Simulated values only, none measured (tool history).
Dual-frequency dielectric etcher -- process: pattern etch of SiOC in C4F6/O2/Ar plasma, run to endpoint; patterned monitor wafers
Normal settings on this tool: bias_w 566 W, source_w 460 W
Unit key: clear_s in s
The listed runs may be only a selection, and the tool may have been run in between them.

run   hour  bias_w  source_w  wafers since the last listed run  hours since the last wet clean  hours since the last bias power generator calibration  hours since the last source power generator calibration  hours since the last upper electrode change  incoming incoming film thickness, nm  clear_s
  1    0.0     649       460                                 0                           267.1                                                 2256.8                                                   2689.6                                       2377.7                                 48.14     12.2
  2   18.2     566       430                               258                           285.3                                                 2275.0                                                   2707.8                                       2395.9                                 48.38     13.5
  3   47.9     566       430                               421                           315.0                                                 2304.7                                                   2737.5                                       2425.6                                 47.53     13.4
      85.5  -- wet clean of the chamber
  4   86.0     566       430                               200                             0.5                                                 2342.8                                                   2775.6                                       2463.7                                 47.94     12.7
  5   95.7     612       420                               137                            10.2                                                 2352.5                                                   2785.3                                       2473.4                                 47.84     12.5
  6  120.0     566       460                               344                            34.5                                                 2376.8                                                   2809.6                                       2497.7                                 47.54     12.4
  7  146.1     566       460                               370                            60.6                                                 2402.9                                                   2835.7                                       2523.8                                 47.76     12.6
  8  159.7     566       460                               193                            74.2                                                 2416.5                                                   2849.3                                       2537.4                                 48.21     12.6
  9  175.9     566       460                               229                            90.4                                                 2432.7                                                   2865.5                                       2553.6                                 47.90     12.7
     189.1  -- source power generator calibrated
 10  189.6     566       460                               137                           104.1                                                 2446.4                                                      0.5                                       2567.3                                 47.64     12.7
     223.6  -- upper electrode replaced
 11  224.1     473       460                               149                           138.6                                                 2480.9                                                     35.0                                          0.5                                 47.73     13.9
 12  224.4     566       540                                 4                           138.9                                                 2481.2                                                     35.3                                          0.8                                 47.43     12.2
 13  254.9     566       540                               432                           169.4                                                 2511.7                                                     65.8                                         31.3                                 47.89     12.1
 14  278.1     566       540                               329                           192.6                                                 2534.9                                                     89.0                                         54.5                                 47.99     12.4
 15  307.2     566       460                               413                           221.7                                                 2564.0                                                    118.1                                         83.6                                 48.09     13.1
 16  329.9     519       460                               322                           244.4                                                 2586.7                                                    140.8                                        106.3                                 48.02     13.5
 17  351.3     643       560                               303                           265.8                                                 2608.1                                                    162.2                                        127.7                                 47.98     11.5
     368.9  -- bias power generator calibrated
 18  375.2     494       420                               282                           289.7                                                    6.3                                                    186.1                                        151.6                                 47.96     14.1
 19  393.8     524       340                               264                           308.3                                                   24.9                                                    204.7                                        170.2                                 47.58     14.7
 20  407.2     488       550                               190                           321.7                                                   38.3                                                    218.1                                        183.6                                 47.77     13.1
 21  419.2     566       460                               170                           333.7                                                   50.3                                                    230.1                                        195.6                                 47.57     13.0
 22  435.7     566       460                               234                           350.2                                                   66.8                                                    246.6                                        212.1                                 48.14     13.3
 23  459.5     566       380                               337                           374.0                                                   90.6                                                    270.4                                        235.9                                 47.50     13.8
     503.7  -- wet clean of the chamber
 24  504.2     566       500                               293                             0.5                                                  135.3                                                    315.1                                        280.6                                 47.96     12.4
 25  513.2     566       460                               127                             9.5                                                  144.3                                                    324.1                                        289.6                                 48.25     12.6
 26  528.9     627       390                               222                            25.2                                                  160.0                                                    339.8                                        305.3                                 47.97     12.7
 27  563.4     566       460                               489                            59.7                                                  194.5                                                    374.3                                        339.8                                 48.03     12.6
 28  660.0     447       540                              1371                           156.3                                                  291.1                                                    470.9                                        436.4                                 48.13     13.5
 29  694.0     651       360                               482                           190.3                                                  325.1                                                    504.9                                        470.4                                 48.17     13.2
 30  706.2     613       580                               173                           202.5                                                  337.3                                                    517.1                                        482.6                                 48.28     11.8
 31  725.0     566       460                               266                           221.3                                                  356.1                                                    535.9                                        501.4                                 47.55     12.9
 32  745.4     689       400                               289                           241.7                                                  376.5                                                    556.3                                        521.8                                 48.31     12.6
 33  847.7     479       360                              1452                           344.0                                                  478.8                                                    658.6                                        624.1                                 47.55     15.0
     897.7  -- wet clean of the chamber
 34  898.2     566       460                               376                             0.5                                                  529.3                                                    709.1                                        674.6                                 48.14     12.4
 35  898.6     566       460                                 5                             0.9                                                  529.7                                                    709.5                                        675.0                                 47.65     12.5
 36  917.2     453       350                               264                            19.5                                                  548.3                                                    728.1                                        693.6                                 48.13     15.1

Consider 3 possible next runs. They are alternatives, not a sequence: every one starts from the tool as it was left by run 36. What does each give?
  A  917.6     566       460                                 5                            19.9                                                  548.7                                                    728.5                                        694.0                                 47.79        ?
  B  917.6     425       460                                 5                            19.9                                                  548.7                                                    728.5                                        694.0                                 47.79        ?
  C  917.6     566       560                                 5                            19.9                                                  548.7                                                    728.5                                        694.0                                 47.79        ?

run  clear_s
  A     12.5
  B     14.2
  C     11.7
The same runs, with their run-to-run variation unchanged, on a tool lacking any hidden condition would have given:
run  clear_s
  A     12.5
  B     14.2
  C     11.7
